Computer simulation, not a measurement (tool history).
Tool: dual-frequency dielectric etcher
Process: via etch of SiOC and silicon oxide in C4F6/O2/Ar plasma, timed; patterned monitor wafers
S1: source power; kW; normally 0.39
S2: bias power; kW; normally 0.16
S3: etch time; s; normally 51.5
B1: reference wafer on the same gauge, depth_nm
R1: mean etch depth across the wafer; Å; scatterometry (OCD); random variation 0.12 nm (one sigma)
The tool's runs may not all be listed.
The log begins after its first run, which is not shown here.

run     day    S1     S2    S3    B1   R1
  2   3.962  0.39   0.16  51.5  58.1  567
      5.108  -- gauge calibrated
  3   8.429  0.45  0.191  51.5  58.1  645
  4  10.642  0.36   0.16  62.5  58.1  656
  5  14.167  0.36   0.16  62.5    58  654
  6  18.462  0.32   0.16  51.5  58.1  501
     21.388  -- bias power generator calibrated
  7  22.383  0.39   0.16  51.5  58.1  570
     24.262  -- wet clean of the chamber
  8  26.608  0.39   0.16  51.5  58.1  568
     26.883  -- source power generator calibrated, repeated, since the last time left the tool worse
  9  28.167  0.39  0.195  57.5  58.1  649
 10  30.558  0.39   0.16  51.5  58.1  554
 11  32.296  0.39  0.172    57  58.1  624
     33.308  -- upper electrode replaced
 12  36.533  0.39   0.16  39.5  58.1  426
 13  39.054  0.36   0.12  51.5  58.1  492
 14  42.362   0.3  0.128  42.5  58.1  365
 15    44.4  0.36   0.16  37.5    58  384
 16  46.621  0.31   0.16  45.5  58.1  422
 17  49.188  0.33  0.149  51.5  58.1  490
     52.817  -- wet clean of the chamber
 18  52.867  0.39   0.16    40  58.1  430
 19  54.962   0.3   0.16  51.5  58.1  468
 20  56.871  0.31  0.181    43  58.1  412
 21  60.775  0.39  0.129  51.5  58.1  526
 22  64.642  0.39   0.16  51.5  58.1  554
 23  69.421  0.39   0.16    61  58.1  655
 24  72.288  0.39   0.16  51.5  58.1  554
 25  74.717  0.39  0.121  51.5    58  521
     77.558  -- wet clean of the chamber
 26  77.579  0.34   0.16  51.5  58.1  507

Forecast run 27:
 27  81.096  0.43  0.16  45   ?   ?

B1: 58.1
R1: 512 Å
Without the tool's hidden state the same run would have given R1 511 Å.

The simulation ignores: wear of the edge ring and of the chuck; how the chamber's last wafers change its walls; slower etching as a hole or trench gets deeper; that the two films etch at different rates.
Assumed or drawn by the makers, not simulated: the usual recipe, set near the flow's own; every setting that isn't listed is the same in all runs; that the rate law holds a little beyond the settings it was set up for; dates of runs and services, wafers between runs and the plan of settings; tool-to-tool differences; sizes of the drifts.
